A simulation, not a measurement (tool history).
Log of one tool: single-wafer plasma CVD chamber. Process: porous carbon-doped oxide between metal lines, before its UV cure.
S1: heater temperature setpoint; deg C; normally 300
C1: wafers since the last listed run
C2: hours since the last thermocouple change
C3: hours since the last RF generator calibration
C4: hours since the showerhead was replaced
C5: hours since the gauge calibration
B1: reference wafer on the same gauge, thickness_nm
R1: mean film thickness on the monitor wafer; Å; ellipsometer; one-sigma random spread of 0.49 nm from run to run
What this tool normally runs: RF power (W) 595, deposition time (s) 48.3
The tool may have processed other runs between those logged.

run 1 hour=0.0 | S1=293 RF_power_(W)=595 deposition_time_(s)=53.0 | C1=0 C2=1283.4 C3=1976.4 C4=5779.2 C5=73.5 | B1=358.042 | R1=3292.52
run 2 hour=8.2 | S1=296 RF_power_(W)=595 deposition_time_(s)=48.3 | C1=108 C2=1291.6 C3=1984.6 C4=5787.4 C5=81.7 | B1=357.968 | R1=2962.13
run 3 hour=21.2 | S1=296 RF_power_(W)=595 deposition_time_(s)=48.3 | C1=171 C2=1304.6 C3=1997.6 C4=5800.4 C5=94.7 | B1=358.034 | R1=2952.85
run 4 hour=32.3 | S1=296 RF_power_(W)=595 deposition_time_(s)=48.3 | C1=146 C2=1315.7 C3=2008.7 C4=5811.5 C5=105.8 | B1=358.030 | R1=2948.91
run 5 hour=48.7 | S1=300 RF_power_(W)=595 deposition_time_(s)=48.3 | C1=216 C2=1332.1 C3=2025.1 C4=5827.9 C5=122.2 | B1=357.920 | R1=2881.46
-- hour=96.1 thermocouple changed; heater temperature recalibrated
run 6 hour=97.1 | S1=300 RF_power_(W)=595 deposition_time_(s)=48.3 | C1=532 C2=1.0 C3=2073.5 C4=5876.3 C5=170.6 | B1=358.020 | R1=2954.37
run 7 hour=106.5 | S1=300 RF_power_(W)=595 deposition_time_(s)=48.3 | C1=123 C2=10.4 C3=2082.9 C4=5885.7 C5=180.0 | B1=357.991 | R1=2959.73
run 8 hour=114.5 | S1=305 RF_power_(W)=595 deposition_time_(s)=48.3 | C1=105 C2=18.4 C3=2090.9 C4=5893.7 C5=188.0 | B1=358.035 | R1=2865.59
run 9 hour=122.7 | S1=289 RF_power_(W)=640 deposition_time_(s)=51.0 | C1=108 C2=26.6 C3=2099.1 C4=5901.9 C5=196.2 | B1=357.915 | R1=3581.73
-- hour=137.8 showerhead replaced
run 10 hour=138.3 | S1=300 RF_power_(W)=595 deposition_time_(s)=55.2 | C1=100 C2=42.2 C3=2114.7 C4=0.5 C5=211.8 | B1=358.000 | R1=3376.45
run 11 hour=149.4 | S1=305 RF_power_(W)=655 deposition_time_(s)=48.3 | C1=146 C2=53.3 C3=2125.8 C4=11.6 C5=222.9 | B1=358.040 | R1=3142.79
-- hour=159.0 gauge calibrated
run 12 hour=160.5 | S1=288 RF_power_(W)=595 deposition_time_(s)=45.3 | C1=146 C2=64.4 C3=2136.9 C4=22.7 C5=1.5 | B1=357.991 | R1=2995.98
-- hour=173.7 RF generator calibrated
run 13 hour=174.2 | S1=300 RF_power_(W)=595 deposition_time_(s)=48.3 | C1=75 C2=78.1 C3=0.5 C4=36.4 C5=15.2 | B1=358.039 | R1=3224.05
run 14 hour=184.5 | S1=296 RF_power_(W)=595 deposition_time_(s)=48.3 | C1=135 C2=88.4 C3=10.8 C4=46.7 C5=25.5 | B1=357.993 | R1=3308.34
run 15 hour=193.6 | S1=300 RF_power_(W)=485 deposition_time_(s)=48.3 | C1=119 C2=97.5 C3=19.9 C4=55.8 C5=34.6 | B1=358.010 | R1=2576.14
run 16 hour=225.2 | S1=307 RF_power_(W)=595 deposition_time_(s)=52.6 | C1=416 C2=129.1 C3=51.5 C4=87.4 C5=66.2 | B1=358.031 | R1=3342.36

Consider 5 possible next runs. They are alternatives, not a sequence: every one starts from the tool as it was left by run 16. What does each give?
run A hour=225.6 | S1=300 RF_power_(W)=595 deposition_time_(s)=41.5 | C1=5 C2=129.5 C3=51.9 C4=87.8 C5=66.6 | B1=? | R1=?
run B hour=225.6 | S1=312 RF_power_(W)=510 deposition_time_(s)=39.4 | C1=5 C2=129.5 C3=51.9 C4=87.8 C5=66.6 | B1=? | R1=?
run C hour=225.6 | S1=304 RF_power_(W)=595 deposition_time_(s)=48.3 | C1=5 C2=129.5 C3=51.9 C4=87.8 C5=66.6 | B1=? | R1=?
run D hour=225.6 | S1=293 RF_power_(W)=695 deposition_time_(s)=54.8 | C1=5 C2=129.5 C3=51.9 C4=87.8 C5=66.6 | B1=? | R1=?
run E hour=225.6 | S1=306 RF_power_(W)=595 deposition_time_(s)=40.5 | C1=5 C2=129.5 C3=51.9 C4=87.8 C5=66.6 | B1=? | R1=?

run=A B1=358.003 R1=2767.40
run=B B1=358.003 R1=2092.28
run=C B1=358.003 R1=3134.42
run=D B1=358.003 R1=4383.12
run=E B1=358.003 R1=2608.03
Had the tool no hidden state, the same runs would have come out as:
run=A R1=2814.44
run=B R1=2128.85
run=C R1=3187.63
run=D R1=4456.88
run=E R1=2652.28

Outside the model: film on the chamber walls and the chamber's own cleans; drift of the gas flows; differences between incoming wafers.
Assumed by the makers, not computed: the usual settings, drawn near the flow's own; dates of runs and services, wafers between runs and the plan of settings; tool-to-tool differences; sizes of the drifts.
